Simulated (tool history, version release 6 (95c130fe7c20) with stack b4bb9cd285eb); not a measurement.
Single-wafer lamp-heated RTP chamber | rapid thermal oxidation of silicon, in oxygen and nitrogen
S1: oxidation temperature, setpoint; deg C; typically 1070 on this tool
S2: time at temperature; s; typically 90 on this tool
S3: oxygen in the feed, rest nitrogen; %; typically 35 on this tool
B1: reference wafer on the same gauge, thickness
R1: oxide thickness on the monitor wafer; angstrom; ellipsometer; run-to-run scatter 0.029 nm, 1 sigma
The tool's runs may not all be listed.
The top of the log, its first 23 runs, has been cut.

Run 24, day 80.942: usual settings but S1 1057 deg C, S2 121 s, S3 57 %; B1 7.308. Result: R1 99.17 angstrom.
At day 84.371: gauge calibrated.
Run 25, day 84.671: usual settings; B1 7.309. Result: R1 79.13 angstrom.
At day 88.283: pyrometer window cleaned and pyrometer calibrated.
Run 26, day 88.304: usual settings but S2 111 s, S3 60 %; B1 7.304. Result: R1 105.14 angstrom.
Run 27, day 91.721: usual settings but S2 46 s, S3 19 %; B1 7.301. Result: R1 48.02 angstrom.
Run 28, day 93.792: usual settings but S1 1048 deg C; B1 7.303. Result: R1 68.58 angstrom.
At day 94.896: oxygen flow controller replaced.
Run 29, day 98.146: usual settings; B1 7.313. Result: R1 79.43 angstrom.
Run 30, day 100.388: usual settings; B1 7.310. Result: R1 79.26 angstrom.
Run 31, day 104.004: usual settings but S1 1045 deg C, S2 47 s; B1 7.309. Result: R1 50.65 angstrom.
Run 32, day 107.954: usual settings but S1 1083 deg C, S2 127 s, S3 17 %; B1 7.312. Result: R1 77.36 angstrom.
Run 33, day 111.958: usual settings; B1 7.305. Result: R1 78.90 angstrom.
Run 34, day 113.458: usual settings but S1 1079 deg C, S3 17 %; B1 7.317. Result: R1 64.71 angstrom.
Run 35, day 115.929: usual settings but S1 1100 deg C, S2 109 s; B1 7.302. Result: R1 104.62 angstrom.
At day 121.438: pyrometer window cleaned and pyrometer calibrated.
Run 36, day 121.771: usual settings; B1 7.308. Result: R1 78.70 angstrom.
Run 37, day 126.225: usual settings but S1 1084 deg C, S3 17 %; B1 7.304. Result: R1 67.00 angstrom.

Here are 5 independent what-if runs from the current tool condition. What would each one return?
Run A, day 126.242: usual settings but S1 1062 deg C; B1 ?. Result: R1 ?.
Run B, day 126.242: usual settings but S1 1095 deg C, S2 74 s, S3 17 %; B1 ?. Result: R1 ?.
Run C, day 126.242: usual settings but S1 1082 deg C, S3 25 %; B1 ?. Result: R1 ?.
Run D, day 126.242: usual settings but S2 63 s; B1 ?. Result: R1 ?.
Run E, day 126.242: usual settings but S1 1095 deg C, S2 115 s, S3 17 %; B1 ?. Result: R1 ?.

run     B1     R1
  A  7.306  74.98
  B  7.306  66.04
  C  7.306  75.90
  D  7.306  67.50
  E  7.306  80.24
The same runs, with their run-to-run variation unchanged, on a tool lacking any hidden condition would have given:
run     R1
  A  74.98
  B  66.04
  C  75.90
  D  67.50
  E  80.24
